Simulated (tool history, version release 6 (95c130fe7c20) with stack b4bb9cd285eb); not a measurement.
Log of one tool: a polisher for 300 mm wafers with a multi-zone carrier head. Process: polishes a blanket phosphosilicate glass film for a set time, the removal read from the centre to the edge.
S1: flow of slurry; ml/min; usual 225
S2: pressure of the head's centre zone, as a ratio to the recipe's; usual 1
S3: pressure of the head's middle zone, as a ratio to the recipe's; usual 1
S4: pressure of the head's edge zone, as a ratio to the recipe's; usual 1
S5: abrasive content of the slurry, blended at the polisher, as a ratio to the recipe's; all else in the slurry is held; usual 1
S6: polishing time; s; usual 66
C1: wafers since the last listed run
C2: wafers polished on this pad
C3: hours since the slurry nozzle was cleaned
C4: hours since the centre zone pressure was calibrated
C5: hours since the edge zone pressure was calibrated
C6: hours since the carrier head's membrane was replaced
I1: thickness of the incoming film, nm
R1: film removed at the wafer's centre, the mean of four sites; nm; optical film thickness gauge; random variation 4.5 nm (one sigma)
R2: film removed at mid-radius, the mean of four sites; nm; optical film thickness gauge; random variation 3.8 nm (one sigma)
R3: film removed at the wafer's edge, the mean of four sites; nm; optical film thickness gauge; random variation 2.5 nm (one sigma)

{"run": 1, "hour": 0.0, "S1": 225, "S2": 1, "S3": 1, "S4": 1, "S5": 1, "S6": 66, "C1": 0, "C2": 1219, "C3": 322.5, "C4": 13.4, "C5": 901.4, "C6": 554.7, "I1": 3252.7, "R1": 271.5, "R2": 295, "R3": 305.1}
{"hour": 21.7, "done": "slurry nozzle cleaned"}
{"run": 2, "hour": 69.6, "S1": 225, "S2": 1, "S3": 1, "S4": 1, "S5": 1, "S6": 66, "C1": 371, "C2": 1591, "C3": 47.9, "C4": 83, "C5": 971, "C6": 624.3, "I1": 3274.3, "R1": 262, "R2": 301.6, "R3": 302.3}
{"hour": 85.5, "done": "worn pad replaced by a new one"}
{"hour": 120.4, "done": "edge zone pressure recalibrated"}
{"run": 3, "hour": 127.9, "S1": 225, "S2": 1, "S3": 1, "S4": 1, "S5": 1, "S6": 66, "C1": 282, "C2": 218, "C3": 106.2, "C4": 141.3, "C5": 7.5, "C6": 682.6, "I1": 3203.6, "R1": 256.3, "R2": 295.5, "R3": 301.9}
{"run": 4, "hour": 166.6, "S1": 225, "S2": 1, "S3": 0.97, "S4": 0.96, "S5": 1, "S6": 56, "C1": 209, "C2": 428, "C3": 144.9, "C4": 180, "C5": 46.2, "C6": 721.3, "I1": 3292.1, "R1": 217.6, "R2": 246.1, "R3": 248.6}
{"hour": 222.0, "done": "carrier head's membrane replaced by a new one"}
{"run": 5, "hour": 226.4, "S1": 225, "S2": 0.89, "S3": 0.89, "S4": 0.9, "S5": 1.15, "S6": 66, "C1": 296, "C2": 724, "C3": 204.7, "C4": 239.8, "C5": 106, "C6": 4.4, "I1": 3291.7, "R1": 243, "R2": 295.6, "R3": 302.4}
{"run": 6, "hour": 257.3, "S1": 165, "S2": 1, "S3": 1, "S4": 1, "S5": 1, "S6": 66, "C1": 167, "C2": 891, "C3": 235.6, "C4": 270.7, "C5": 136.9, "C6": 35.3, "I1": 3178.9, "R1": 242.8, "R2": 286.2, "R3": 293.3}
{"hour": 263.3, "done": "centre zone pressure recalibrated, repeated, since the last time left the tool worse"}
{"run": 7, "hour": 325.7, "S1": 225, "S2": 1, "S3": 1, "S4": 1.11, "S5": 1, "S6": 59, "C1": 359, "C2": 1251, "C3": 304, "C4": 62.4, "C5": 205.3, "C6": 103.7, "I1": 3283.2, "R1": 268.9, "R2": 266.4, "R3": 284.4}
{"hour": 374.4, "done": "slurry nozzle cleaned"}
{"run": 8, "hour": 386.3, "S1": 225, "S2": 1, "S3": 1, "S4": 1.06, "S5": 1, "S6": 66, "C1": 322, "C2": 1573, "C3": 11.9, "C4": 123, "C5": 265.9, "C6": 164.3, "I1": 3254.2, "R1": 285.3, "R2": 294.8, "R3": 315}
{"hour": 431.8, "done": "worn pad replaced by a new one"}
{"run": 9, "hour": 437.4, "S1": 225, "S2": 1, "S3": 1, "S4": 1, "S5": 0.95, "S6": 49, "C1": 254, "C2": 30, "C3": 63, "C4": 174.1, "C5": 317, "C6": 215.4, "I1": 3233.8, "R1": 206.6, "R2": 212.7, "R3": 216.9}
{"run": 10, "hour": 483.8, "S1": 225, "S2": 1, "S3": 1, "S4": 1, "S5": 1, "S6": 66, "C1": 251, "C2": 281, "C3": 109.4, "C4": 220.5, "C5": 363.4, "C6": 261.8, "I1": 3234.3, "R1": 287.6, "R2": 294.8, "R3": 301.7}
{"run": 11, "hour": 541.0, "S1": 295, "S2": 1, "S3": 1.03, "S4": 1, "S5": 1, "S6": 66, "C1": 309, "C2": 590, "C3": 166.6, "C4": 277.7, "C5": 420.6, "C6": 319, "I1": 3276.8, "R1": 292.5, "R2": 311.1, "R3": 315.2}
{"run": 12, "hour": 604.7, "S1": 225, "S2": 0.96, "S3": 0.96, "S4": 1, "S5": 1, "S6": 59, "C1": 344, "C2": 935, "C3": 230.3, "C4": 341.4, "C5": 484.3, "C6": 382.7, "I1": 3237, "R1": 239.1, "R2": 259.7, "R3": 271.7}
{"run": 13, "hour": 653.7, "S1": 225, "S2": 1, "S3": 1, "S4": 1, "S5": 1, "S6": 66, "C1": 265, "C2": 1200, "C3": 279.3, "C4": 390.4, "C5": 533.3, "C6": 431.7, "I1": 3247.4, "R1": 275.5, "R2": 298.1, "R3": 299.4}
{"hour": 697.3, "done": "slurry nozzle cleaned"}
{"run": 14, "hour": 704.5, "S1": 225, "S2": 1, "S3": 1, "S4": 0.94, "S5": 1, "S6": 76, "C1": 269, "C2": 1470, "C3": 7.2, "C4": 441.2, "C5": 584.1, "C6": 482.5, "I1": 3272.5, "R1": 326.2, "R2": 337.7, "R3": 338.5}
{"run": 15, "hour": 735.4, "S1": 225, "S2": 1, "S3": 1, "S4": 1, "S5": 1.1, "S6": 66, "C1": 167, "C2": 1637, "C3": 38.1, "C4": 472.1, "C5": 615, "C6": 513.4, "I1": 3292, "R1": 302.5, "R2": 303, "R3": 317.9}
{"hour": 765.5, "done": "worn pad replaced by a new one"}
{"run": 16, "hour": 774.3, "S1": 285, "S2": 1, "S3": 1.1, "S4": 1.11, "S5": 0.9, "S6": 66, "C1": 188, "C2": 47, "C3": 77, "C4": 511, "C5": 653.9, "C6": 552.3, "I1": 3258.7, "R1": 273, "R2": 308.2, "R3": 307.6}
{"run": 17, "hour": 817.6, "S1": 225, "S2": 1, "S3": 1, "S4": 1.04, "S5": 0.75, "S6": 66, "C1": 234, "C2": 281, "C3": 120.3, "C4": 554.3, "C5": 697.2, "C6": 595.6, "I1": 3235.4, "R1": 237, "R2": 256.5, "R3": 266.4}
{"run": 18, "hour": 854.8, "S1": 290, "S2": 1, "S3": 1, "S4": 1.05, "S5": 1, "S6": 66, "C1": 201, "C2": 483, "C3": 157.5, "C4": 591.5, "C5": 734.4, "C6": 632.8, "I1": 3261.5, "R1": 294.9, "R2": 299.3, "R3": 318.5}
{"run": 19, "hour": 894.4, "S1": 225, "S2": 0.94, "S3": 1.11, "S4": 1, "S5": 1.25, "S6": 66, "C1": 214, "C2": 697, "C3": 197.1, "C4": 631.1, "C5": 774, "C6": 672.4, "I1": 3281.9, "R1": 288.6, "R2": 345.5, "R3": 335.6}
{"run": 20, "hour": 921.2, "S1": 225, "S2": 1.04, "S3": 1.05, "S4": 1, "S5": 1, "S6": 87, "C1": 145, "C2": 842, "C3": 223.9, "C4": 657.9, "C5": 800.8, "C6": 699.2, "I1": 3222.7, "R1": 390.1, "R2": 402.4, "R3": 402.5}

Forecast each of these 5 alternatives for the next run:
{"run": "A", "hour": 921.6, "S1": 225, "S2": 1, "S3": 1, "S4": 1, "S5": 1, "S6": 66, "C1": 2, "C2": 844, "C3": 224.3, "C4": 658.3, "C5": 801.2, "C6": 699.6, "I1": 3204.4, "R1": "?", "R2": "?", "R3": "?"}
{"run": "B", "hour": 921.6, "S1": 225, "S2": 1, "S3": 1, "S4": 1, "S5": 1, "S6": 57, "C1": 2, "C2": 844, "C3": 224.3, "C4": 658.3, "C5": 801.2, "C6": 699.6, "I1": 3204.4, "R1": "?", "R2": "?", "R3": "?"}
{"run": "C", "hour": 921.6, "S1": 185, "S2": 1, "S3": 1, "S4": 1, "S5": 1, "S6": 66, "C1": 2, "C2": 844, "C3": 224.3, "C4": 658.3, "C5": 801.2, "C6": 699.6, "I1": 3204.4, "R1": "?", "R2": "?", "R3": "?"}
{"run": "D", "hour": 921.6, "S1": 155, "S2": 1.1, "S3": 1, "S4": 1, "S5": 1, "S6": 66, "C1": 2, "C2": 844, "C3": 224.3, "C4": 658.3, "C5": 801.2, "C6": 699.6, "I1": 3204.4, "R1": "?", "R2": "?", "R3": "?"}
{"run": "E", "hour": 921.6, "S1": 225, "S2": 1, "S3": 1, "S4": 1.04, "S5": 0.8, "S6": 55, "C1": 2, "C2": 844, "C3": 224.3, "C4": 658.3, "C5": 801.2, "C6": 699.6, "I1": 3204.4, "R1": "?", "R2": "?", "R3": "?"}

run=A R1=280.4 R2=291.2 R3=302.9
run=B R1=242.1 R2=251.5 R3=261.6
run=C R1=270.8 R2=282.3 R3=296
run=D R1=286.8 R2=272.6 R3=288.5
run=E R1=207.2 R2=215.2 R3=228.1
Without the tool's hidden state the same runs would have given:
run=A R1=304.5 R2=291.1 R3=302.9
run=B R1=263 R2=251.4 R3=261.6
run=C R1=294.1 R2=282.2 R3=296
run=D R1=311.3 R2=272.4 R3=288.5
run=E R1=225 R2=215.1 R3=228.1

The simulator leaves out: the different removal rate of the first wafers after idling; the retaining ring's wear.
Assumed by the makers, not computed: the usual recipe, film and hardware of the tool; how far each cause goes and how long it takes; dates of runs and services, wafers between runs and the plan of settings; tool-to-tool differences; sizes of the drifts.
